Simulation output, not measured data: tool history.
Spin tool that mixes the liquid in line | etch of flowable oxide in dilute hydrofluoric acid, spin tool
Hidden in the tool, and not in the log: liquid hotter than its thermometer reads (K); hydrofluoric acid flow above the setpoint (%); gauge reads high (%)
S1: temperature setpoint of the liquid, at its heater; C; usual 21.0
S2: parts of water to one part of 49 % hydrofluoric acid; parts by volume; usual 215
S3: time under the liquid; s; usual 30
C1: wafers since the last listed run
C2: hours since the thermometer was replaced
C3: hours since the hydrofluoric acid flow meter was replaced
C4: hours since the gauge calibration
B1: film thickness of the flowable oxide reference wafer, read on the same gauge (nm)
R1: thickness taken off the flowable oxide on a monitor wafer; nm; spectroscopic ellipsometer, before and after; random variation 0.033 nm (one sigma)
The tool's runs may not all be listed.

run	day	S1	S2	S3	C1	C2	C3	C4	B1	R1
1	0.000	19.0	215	30	0	2205.3	1620.2	762.3	89.986	4.285
2	1.717	19.0	215	30	705	2246.5	1661.4	803.5	89.969	4.349
3	4.471	21.0	215	30	1132	2312.6	1727.5	869.6	89.986	4.620
4	6.908	21.0	215	30	1001	2371.1	1786.0	928.1	89.997	4.584
5	8.788	21.0	215	30	772	2416.2	1831.1	973.2	90.015	4.595
6	11.121	21.0	215	30	959	2472.2	1887.1	1029.2	90.025	4.671
7	13.433	21.0	215	30	950	2527.7	1942.6	1084.7	89.986	4.583
# day 14.638: hydrofluoric acid flow meter replaced
8	19.983	21.0	215	30	2675	2684.9	128.3	1241.9	90.017	4.766
9	22.592	21.0	215	30	1072	2747.5	190.9	1304.5	90.005	4.869
10	24.079	21.0	215	30	611	2783.2	226.6	1340.2	90.013	4.863
11	25.700	21.0	215	30	666	2822.1	265.5	1379.1	89.994	4.858
# day 26.658: hydrofluoric acid flow meter replaced, repeated, since the last time left the tool worse
12	26.908	21.0	215	30	479	2851.1	6.0	1408.1	90.010	4.305
13	28.779	21.0	215	30	768	2896.0	50.9	1453.0	90.009	4.332
14	30.021	21.0	215	30	510	2925.8	80.7	1482.8	89.985	4.333
# day 30.104: thermometer replaced
15	31.796	21.0	215	30	712	40.6	123.3	1525.4	90.005	4.393
16	33.550	24.5	135	30	721	82.7	165.4	1567.5	90.000	8.635
17	41.646	21.0	215	30	3327	277.0	359.7	1761.8	90.002	4.446
18	43.775	17.0	135	30	875	328.1	410.8	1812.9	90.003	6.481
# day 44.875: gauge calibrated
19	44.896	18.5	215	30	460	355.0	437.7	0.5	90.023	3.989
20	47.379	21.0	290	50	1020	414.6	497.3	60.1	89.988	5.062
21	53.442	21.0	215	30	2491	560.1	642.8	205.6	90.003	4.417
22	56.304	17.5	155	25	1176	628.8	711.5	274.3	89.994	4.672
23	57.800	21.0	320	20	614	664.7	747.4	310.2	90.003	1.805
24	60.454	18.0	125	40	1090	728.4	811.1	373.9	90.019	9.781
25	62.496	21.0	215	20	839	777.4	860.1	422.9	89.996	2.944
26	63.838	25.0	285	15	551	809.6	892.3	455.1	89.993	1.838
27	66.167	17.0	270	15	957	865.5	948.2	511.0	90.006	1.461
28	68.371	23.0	215	30	906	918.4	1001.1	563.9	90.030	4.915
29	70.304	22.5	160	15	794	964.8	1047.5	610.3	90.001	3.358
30	71.333	26.0	320	40	423	989.5	1072.2	635.0	90.004	4.276
31	72.496	19.5	285	15	477	1017.4	1100.1	662.9	89.992	1.506
32	74.667	21.0	215	15	892	1069.5	1152.2	715.0	90.012	2.243
33	77.521	21.0	215	30	1173	1138.0	1220.7	783.5	89.991	4.482

Measured less the same run without the tool's hidden state. The same run-to-run variation is in both; the gauge's scatter may not be:
run	R1
1	+0.255
2	+0.264
3	+0.292
4	+0.298
5	+0.305
6	+0.317
7	+0.319
8	+0.494
9	+0.512
10	+0.517
11	+0.521
12	+0.019
13	+0.025
14	+0.029
15	+0.036
16	+0.079
17	+0.071
18	+0.107
19	+0.073
20	+0.108
21	+0.111
22	+0.122
23	+0.055
24	+0.279
25	+0.095
26	+0.065
27	+0.051
28	+0.182
29	+0.124
30	+0.180
31	+0.062
32	+0.092
33	+0.195

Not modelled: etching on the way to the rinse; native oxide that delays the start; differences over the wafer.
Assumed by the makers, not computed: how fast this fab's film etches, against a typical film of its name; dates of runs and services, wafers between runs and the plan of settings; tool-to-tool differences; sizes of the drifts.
